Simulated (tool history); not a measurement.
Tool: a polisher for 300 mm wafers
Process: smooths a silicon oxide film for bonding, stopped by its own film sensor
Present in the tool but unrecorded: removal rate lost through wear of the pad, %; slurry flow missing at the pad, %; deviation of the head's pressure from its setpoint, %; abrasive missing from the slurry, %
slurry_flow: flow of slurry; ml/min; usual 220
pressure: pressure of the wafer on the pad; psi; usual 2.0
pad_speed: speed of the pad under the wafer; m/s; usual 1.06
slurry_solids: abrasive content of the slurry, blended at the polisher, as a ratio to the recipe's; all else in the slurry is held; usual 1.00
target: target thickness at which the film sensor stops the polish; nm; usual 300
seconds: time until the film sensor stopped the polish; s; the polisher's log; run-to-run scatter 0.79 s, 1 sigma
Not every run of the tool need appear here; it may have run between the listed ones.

| run | day | slurry_flow | pressure | pad_speed | slurry_solids | target | wafers since the last listed run | wafers polished on this pad | hours since the slurry nozzle was cleaned | hours since the head pressure was calibrated | hours since the slurry blender was calibrated | incoming thickness of the incoming film, nm | seconds |
|---|---|---|---|---|---|---|---|---|---|---|---|---|---|
| 1 | 0.000 | 220 | 2.0 | 1.06 | 1.00 | 296 | 0 | 931 | 240.5 | 1550.9 | 67.4 | 349.2 | 73.2 |
|  | 0.367 | head pressure recalibrated |
| 2 | 0.604 | 220 | 2.0 | 1.06 | 1.00 | 296 | 143 | 1075 | 255.0 | 5.7 | 81.9 | 349.4 | 74.2 |
|  | 1.338 | worn pad replaced by a new one |
| 3 | 1.358 | 220 | 2.0 | 1.06 | 1.00 | 300 | 161 | 5 | 273.1 | 23.8 | 100.0 | 348.2 | 68.7 |
| 4 | 1.662 | 220 | 1.8 | 1.06 | 1.00 | 300 | 83 | 89 | 280.4 | 31.1 | 107.3 | 346.1 | 68.0 |
| 5 | 2.354 | 220 | 2.0 | 1.32 | 1.00 | 300 | 190 | 279 | 297.0 | 47.7 | 123.9 | 346.0 | 61.1 |
| 6 | 2.858 | 220 | 2.0 | 1.06 | 1.00 | 300 | 138 | 418 | 309.1 | 59.8 | 136.0 | 356.5 | 83.5 |
| 7 | 3.229 | 220 | 2.0 | 1.06 | 1.00 | 300 | 102 | 520 | 318.0 | 68.7 | 144.9 | 353.3 | 79.1 |
| 8 | 3.671 | 220 | 2.0 | 1.06 | 1.00 | 300 | 121 | 642 | 328.6 | 79.3 | 155.5 | 354.1 | 82.8 |
| 9 | 4.412 | 220 | 2.0 | 1.34 | 1.00 | 300 | 204 | 846 | 346.4 | 97.1 | 173.3 | 353.4 | 77.9 |
|  | 4.508 | slurry blender recalibrated |
| 10 | 5.138 | 220 | 1.8 | 1.06 | 0.80 | 300 | 176 | 1022 | 363.8 | 114.5 | 15.1 | 343.0 | 71.4 |
|  | 5.317 | worn pad replaced by a new one |
| 11 | 5.729 | 220 | 2.0 | 1.06 | 0.90 | 300 | 117 | 113 | 378.0 | 128.7 | 29.3 | 356.6 | 84.6 |
| 12 | 6.462 | 185 | 2.5 | 1.06 | 1.00 | 300 | 201 | 315 | 395.6 | 146.3 | 46.9 | 352.3 | 62.1 |
|  | 6.783 | slurry nozzle cleaned |
| 13 | 6.804 | 220 | 2.0 | 1.06 | 1.00 | 300 | 82 | 397 | 0.5 | 154.5 | 55.1 | 351.9 | 70.6 |
| 14 | 7.042 | 220 | 2.0 | 1.06 | 0.70 | 300 | 65 | 463 | 6.2 | 160.2 | 60.8 | 347.8 | 89.2 |
| 15 | 7.808 | 220 | 1.6 | 0.94 | 1.00 | 300 | 211 | 674 | 24.6 | 178.6 | 79.2 | 352.3 | 82.9 |
| 16 | 8.158 | 220 | 2.0 | 1.06 | 1.00 | 300 | 96 | 770 | 33.0 | 187.0 | 87.6 | 350.3 | 69.5 |
| 17 | 8.879 | 170 | 2.0 | 1.06 | 1.00 | 305 | 198 | 969 | 50.3 | 204.3 | 104.9 | 356.5 | 74.3 |
|  | 9.442 | worn pad replaced by a new one |
| 18 | 9.462 | 220 | 1.6 | 0.94 | 1.00 | 300 | 114 | 5 | 64.3 | 218.3 | 118.9 | 344.9 | 74.5 |
| 19 | 10.025 | 220 | 2.0 | 0.80 | 1.00 | 300 | 154 | 160 | 77.8 | 231.8 | 132.4 | 349.3 | 77.1 |
| 20 | 10.392 | 220 | 2.6 | 1.32 | 1.00 | 300 | 100 | 261 | 86.6 | 240.6 | 141.2 | 348.9 | 57.7 |
|  | 10.962 | slurry blender recalibrated |
| 21 | 10.983 | 220 | 2.0 | 1.06 | 0.75 | 300 | 139 | 401 | 100.8 | 254.8 | 0.5 | 345.0 | 75.3 |
| 22 | 11.304 | 290 | 2.0 | 1.22 | 1.00 | 300 | 88 | 489 | 108.5 | 262.5 | 8.2 | 351.2 | 65.4 |
| 23 | 11.917 | 220 | 2.0 | 1.06 | 1.00 | 300 | 168 | 657 | 123.2 | 277.2 | 22.9 | 354.4 | 71.3 |
| 24 | 12.504 | 220 | 2.0 | 1.06 | 1.15 | 314 | 161 | 819 | 137.3 | 291.3 | 37.0 | 350.5 | 46.2 |
| 25 | 13.129 | 165 | 2.0 | 0.90 | 1.20 | 300 | 172 | 991 | 152.3 | 306.3 | 52.0 | 344.7 | 58.5 |
| 26 | 13.408 | 220 | 2.0 | 1.18 | 1.00 | 300 | 76 | 1068 | 159.0 | 313.0 | 58.7 | 348.1 | 62.2 |
|  | 13.988 | worn pad replaced by a new one |
| 27 | 14.008 | 160 | 1.3 | 1.06 | 1.00 | 296 | 119 | 5 | 173.4 | 327.4 | 73.1 | 356.0 | 102.4 |
| 28 | 14.371 | 220 | 1.7 | 1.06 | 1.00 | 300 | 99 | 105 | 182.1 | 336.1 | 81.8 | 349.7 | 73.7 |
| 29 | 14.783 | 220 | 1.5 | 1.06 | 1.00 | 300 | 113 | 218 | 192.0 | 346.0 | 91.7 | 350.2 | 78.1 |

Alternative continuations, all from the tool just after run 29; predict every row:
| A | 14.800 | 265 | 2.0 | 1.06 | 1.00 | 300 | 4 | 223 | 192.4 | 346.4 | 92.1 | 346.3 | ? |
| B | 14.800 | 220 | 2.0 | 1.06 | 1.00 | 306 | 4 | 223 | 192.4 | 346.4 | 92.1 | 346.3 | ? |
| C | 14.800 | 150 | 1.8 | 0.80 | 1.00 | 294 | 4 | 223 | 192.4 | 346.4 | 92.1 | 346.3 | ? |
| D | 14.800 | 145 | 2.6 | 1.06 | 0.75 | 295 | 4 | 223 | 192.4 | 346.4 | 92.1 | 346.3 | ? |
| E | 14.800 | 220 | 2.3 | 1.06 | 1.00 | 300 | 4 | 223 | 192.4 | 346.4 | 92.1 | 346.3 | ? |

| run | seconds |
|---|---|
| A | 62.5 |
| B | 54.9 |
| C | 82.7 |
| D | 78.9 |
| E | 58.5 |
The same runs, with their run-to-run variation unchanged, on a tool lacking any hidden condition would have given:
| run | seconds |
|---|---|
| A | 60.2 |
| B | 52.8 |
| C | 79.6 |
| D | 75.3 |
| E | 56.3 |
